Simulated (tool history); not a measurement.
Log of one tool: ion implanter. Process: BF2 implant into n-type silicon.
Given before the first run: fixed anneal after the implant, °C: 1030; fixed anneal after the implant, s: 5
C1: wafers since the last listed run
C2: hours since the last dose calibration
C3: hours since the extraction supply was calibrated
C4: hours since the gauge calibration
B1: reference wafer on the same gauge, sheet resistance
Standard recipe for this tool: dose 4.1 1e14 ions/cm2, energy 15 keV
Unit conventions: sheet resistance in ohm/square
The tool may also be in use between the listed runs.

run 1 hour=0 | dose=4.1 energy=15 | C1=0 C2=425.6 C3=3908.2 C4=143.8 | B1=350.67 | sheet_resistance=335.47
run 2 hour=84.5 | dose=4.1 energy=15 | C1=1625 C2=510.1 C3=3992.7 C4=228.3 | B1=350.64 | sheet_resistance=338.33
run 3 hour=189 | dose=4.1 energy=15 | C1=2010 C2=614.6 C3=4097.2 C4=332.8 | B1=351.45 | sheet_resistance=338.14
run 4 hour=237.6 | dose=4.1 energy=15 | C1=934 C2=663.2 C3=4145.8 C4=381.4 | B1=351.68 | sheet_resistance=337.7
run 5 hour=301.7 | dose=4.1 energy=15 | C1=1232 C2=727.3 C3=4209.9 C4=445.5 | B1=352.18 | sheet_resistance=339.62
run 6 hour=388 | dose=4.1 energy=15 | C1=1659 C2=813.6 C3=4296.2 C4=531.8 | B1=352.58 | sheet_resistance=345.27
run 7 hour=461.6 | dose=3.35 energy=17 | C1=1415 C2=887.2 C3=4369.8 C4=605.4 | B1=353.62 | sheet_resistance=383.1
run 8 hour=553.2 | dose=4.1 energy=11 | C1=1761 C2=978.8 C3=4461.4 C4=697 | B1=353.78 | sheet_resistance=373.62
run 9 hour=858.9 | dose=4.1 energy=11 | C1=5880 C2=1284.5 C3=4767.1 C4=1002.7 | B1=358.58 | sheet_resistance=379.3
-- hour=892.1 Faraday cup replaced and dose calibrated
run 10 hour=942.9 | dose=4.1 energy=15 | C1=1461 C2=50.8 C3=4851.1 C4=1086.7 | B1=360.5 | sheet_resistance=349.3
run 11 hour=1031.2 | dose=4.98 energy=20 | C1=1698 C2=139.1 C3=4939.4 C4=1175 | B1=362.1 | sheet_resistance=288.82
-- hour=1117.2 extraction supply calibrated
-- hour=1179.6 gauge calibrated
run 12 hour=1288.8 | dose=4.1 energy=18.5 | C1=4801 C2=396.7 C3=171.6 C4=109.2 | B1=349.84 | sheet_resistance=323.14
run 13 hour=1344.8 | dose=5.13 energy=19.5 | C1=1077 C2=452.7 C3=227.6 C4=165.2 | B1=349.75 | sheet_resistance=272.77
run 14 hour=1416.2 | dose=4.71 energy=11 | C1=1373 C2=524.1 C3=299 C4=236.6 | B1=350.31 | sheet_resistance=340.26
run 15 hour=1470 | dose=4.1 energy=15 | C1=1034 C2=577.9 C3=352.8 C4=290.4 | B1=350.6 | sheet_resistance=337.25
run 16 hour=1527.3 | dose=4.76 energy=15 | C1=1102 C2=635.2 C3=410.1 C4=347.7 | B1=349.89 | sheet_resistance=306.68
run 17 hour=1588 | dose=4.69 energy=11.5 | C1=1167 C2=695.9 C3=470.8 C4=408.4 | B1=350.82 | sheet_resistance=340.08
run 18 hour=1694.2 | dose=3.51 energy=15 | C1=2042 C2=802.1 C3=577 C4=514.6 | B1=351.21 | sheet_resistance=378.44
run 19 hour=1734.8 | dose=3.5 energy=13.5 | C1=780 C2=842.7 C3=617.6 C4=555.2 | B1=351.95 | sheet_resistance=385.87

Branching from run 19: 3 alternative next runs. What would each branch give?
run A hour=1735.2 | dose=4.1 energy=15 | C1=7 C2=843.1 C3=618 C4=555.6 | B1=? | sheet_resistance=?
run B hour=1735.2 | dose=4.64 energy=15 | C1=7 C2=843.1 C3=618 C4=555.6 | B1=? | sheet_resistance=?
run C hour=1735.2 | dose=3.39 energy=19 | C1=7 C2=843.1 C3=618 C4=555.6 | B1=? | sheet_resistance=?

run=A B1=351.33 sheet_resistance=340.53
run=B B1=351.33 sheet_resistance=314.92
run=C B1=351.33 sheet_resistance=374.24
Stripped of hidden state, with their random variation kept, the same runs would have yielded:
run=A sheet_resistance=338.28
run=B sheet_resistance=312.84
run=C sheet_resistance=371.77
